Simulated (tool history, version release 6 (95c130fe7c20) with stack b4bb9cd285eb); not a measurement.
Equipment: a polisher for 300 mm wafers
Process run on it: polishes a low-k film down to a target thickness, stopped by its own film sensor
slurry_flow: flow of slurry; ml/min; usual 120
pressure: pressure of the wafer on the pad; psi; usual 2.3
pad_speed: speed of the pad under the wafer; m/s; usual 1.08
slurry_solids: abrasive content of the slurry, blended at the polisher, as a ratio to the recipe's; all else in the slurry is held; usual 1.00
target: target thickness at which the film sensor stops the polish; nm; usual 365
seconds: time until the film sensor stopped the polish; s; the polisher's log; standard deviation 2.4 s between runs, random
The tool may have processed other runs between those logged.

run    hour  slurry_flow  pressure  pad_speed  slurry_solids  target  incoming thickness of the incoming film, nm  seconds
  1     0.0          120       2.3       1.08           1.00     365                                        426.3    113.6
  2    65.8          120       2.3       1.08           1.00     365                                        426.6    118.3
      228.4  -- worn pad replaced by a new one
  3   229.5          120       2.5       1.34           0.90     365                                        432.5    115.0
  4   259.3          120       2.3       1.08           1.10     365                                        435.1    132.4
  5   284.2          120       2.0       1.08           1.00     353                                        420.6    140.1
  6   325.1          140       2.3       0.76           1.00     365                                        432.7    152.6
  7   371.0          120       2.3       1.18           0.85     387                                        427.3     77.8
      386.6  -- slurry blender recalibrated
  8   411.3          120       2.3       1.08           1.10     354                                        426.4    131.0
      445.0  -- slurry nozzle cleaned
  9   456.1          120       2.6       1.32           1.00     372                                        433.6     92.4
      473.7  -- conditioning disc replaced and pad reconditioned
 10   484.5          120       2.6       1.08           1.00     359                                        436.0    130.5
 11   548.5          155       2.3       1.08           1.00     385                                        428.6     80.9
 12   596.3          120       2.0       1.08           1.10     376                                        430.2    105.9
 13   662.0          120       2.3       0.80           0.90     377                                        430.0    122.7
 14   732.3          100       2.3       1.44           0.75     342                                        428.7    157.1
      776.6  -- worn pad replaced by a new one
 15   783.9          120       2.3       1.08           1.00     365                                        433.6    136.3
 16   825.1          120       2.3       1.08           1.00     365                                        433.2    135.2
 17   857.2          120       2.6       1.08           1.00     375                                        430.9    106.6
      911.1  -- slurry nozzle cleaned
 18   914.6          120       2.3       1.08           1.00     365                                        427.0    134.2
      943.9  -- slurry blender recalibrated
 19   986.5          120       2.3       1.26           1.20     365                                        425.7    100.6
 20  1022.4          120       2.3       0.94           1.00     365                                        426.8    125.4
     1062.3  -- conditioning disc replaced and pad reconditioned
 21  1085.0          120       2.3       1.08           1.00     385                                        429.8     84.6

Estimate the outcome of run 22 from the log above:
 22  1149.6          120       2.3       1.24           1.00     359                                        432.6        ?

{"run 22": {"seconds": 130.7}}
Take away the tool's hidden state, keep the run-to-run variation as it was, and the same run would have given seconds 125.6 s.

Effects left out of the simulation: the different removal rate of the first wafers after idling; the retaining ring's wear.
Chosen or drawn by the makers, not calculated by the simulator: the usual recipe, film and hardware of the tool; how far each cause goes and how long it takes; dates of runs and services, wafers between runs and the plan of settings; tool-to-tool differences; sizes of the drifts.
